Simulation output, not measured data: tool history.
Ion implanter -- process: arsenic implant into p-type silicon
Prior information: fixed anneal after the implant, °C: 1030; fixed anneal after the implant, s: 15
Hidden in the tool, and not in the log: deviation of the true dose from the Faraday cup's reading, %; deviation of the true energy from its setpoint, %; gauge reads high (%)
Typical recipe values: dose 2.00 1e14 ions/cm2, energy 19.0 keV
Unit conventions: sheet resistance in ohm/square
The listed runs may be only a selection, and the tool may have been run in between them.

| run | hour | dose | energy | wafers since the last listed run | hours since the last dose calibration | hours since the extraction supply was calibrated | hours since the gauge calibration | read-back reference wafer on the same gauge, sheet resistance | sheet resistance |
|---|---|---|---|---|---|---|---|---|---|
| 1 | 0.0 | 2.00 | 15.0 | 0 | 648.7 | 1936.8 | 343.4 | 440.28 | 456.28 |
| 2 | 64.6 | 2.00 | 15.0 | 676 | 713.3 | 2001.4 | 408.0 | 440.61 | 458.53 |
| 3 | 158.9 | 2.00 | 15.0 | 987 | 807.6 | 2095.7 | 502.3 | 440.62 | 458.45 |
| 4 | 247.1 | 2.00 | 22.0 | 923 | 895.8 | 2183.9 | 590.5 | 440.62 | 436.38 |
| 5 | 352.9 | 2.00 | 19.0 | 1107 | 1001.6 | 2289.7 | 696.3 | 441.05 | 443.12 |
| 6 | 413.7 | 2.00 | 19.0 | 636 | 1062.4 | 2350.5 | 757.1 | 441.00 | 444.86 |
| 7 | 465.4 | 2.00 | 19.0 | 541 | 1114.1 | 2402.2 | 808.8 | 441.15 | 445.05 |
| 8 | 550.0 | 2.00 | 19.0 | 885 | 1198.7 | 2486.8 | 893.4 | 440.62 | 448.02 |
| 9 | 628.1 | 2.00 | 14.5 | 817 | 1276.8 | 2564.9 | 971.5 | 441.10 | 461.66 |
| 10 | 723.6 | 2.00 | 19.0 | 999 | 1372.3 | 2660.4 | 1067.0 | 441.49 | 448.47 |
| 11 | 794.7 | 2.00 | 19.0 | 744 | 1443.4 | 2731.5 | 1138.1 | 441.14 | 442.62 |
|  | 837.0 | Faraday cup replaced and dose calibrated |
| 12 | 837.5 | 2.00 | 19.0 | 364 | 0.5 | 2774.3 | 1180.9 | 441.56 | 438.38 |
| 13 | 937.1 | 1.42 | 24.0 | 1042 | 100.1 | 2873.9 | 1280.5 | 441.30 | 543.79 |
| 14 | 1009.1 | 1.66 | 24.5 | 753 | 172.1 | 2945.9 | 1352.5 | 441.20 | 484.88 |
| 15 | 1078.1 | 1.50 | 19.0 | 722 | 241.1 | 3014.9 | 1421.5 | 440.84 | 546.31 |
| 16 | 1138.1 | 1.41 | 21.5 | 628 | 301.1 | 3074.9 | 1481.5 | 441.27 | 562.34 |
|  | 1277.0 | extraction supply calibrated |
|  | 1350.1 | gauge calibrated |
| 17 | 1448.0 | 1.77 | 21.0 | 3160 | 611.0 | 171.0 | 97.9 | 441.37 | 474.88 |
| 18 | 1518.3 | 1.42 | 24.0 | 735 | 681.3 | 241.3 | 168.2 | 440.62 | 554.86 |
| 19 | 1597.0 | 2.38 | 16.5 | 823 | 760.0 | 320.0 | 246.9 | 440.62 | 395.17 |
| 20 | 1634.5 | 2.00 | 24.5 | 392 | 797.5 | 357.5 | 284.4 | 440.23 | 425.49 |
| 21 | 1690.5 | 1.50 | 22.5 | 586 | 853.5 | 413.5 | 340.4 | 440.72 | 535.55 |
| 22 | 1786.6 | 1.49 | 19.0 | 1005 | 949.6 | 509.6 | 436.5 | 440.75 | 549.45 |

How the hidden state differs across the entries between the runs, from the last listed run before each to the first after it:
From run 11 to run 12: Faraday cup replaced and dose calibrated (hour 837.0)
  deviation of the true dose from the Faraday cup's reading, %: -2.1 -> 0.323
  measured value less the no-hidden-state value, sheet resistance: +7.02 -> -1.06 ohm/square
From run 16 to run 17: extraction supply calibrated (hour 1277.0); gauge calibrated (hour 1350.1)
  deviation of the true dose from the Faraday cup's reading, %: -0.108 -> -0.552
  measured value less the no-hidden-state value, sheet resistance: +0.44 -> +1.94 ohm/square
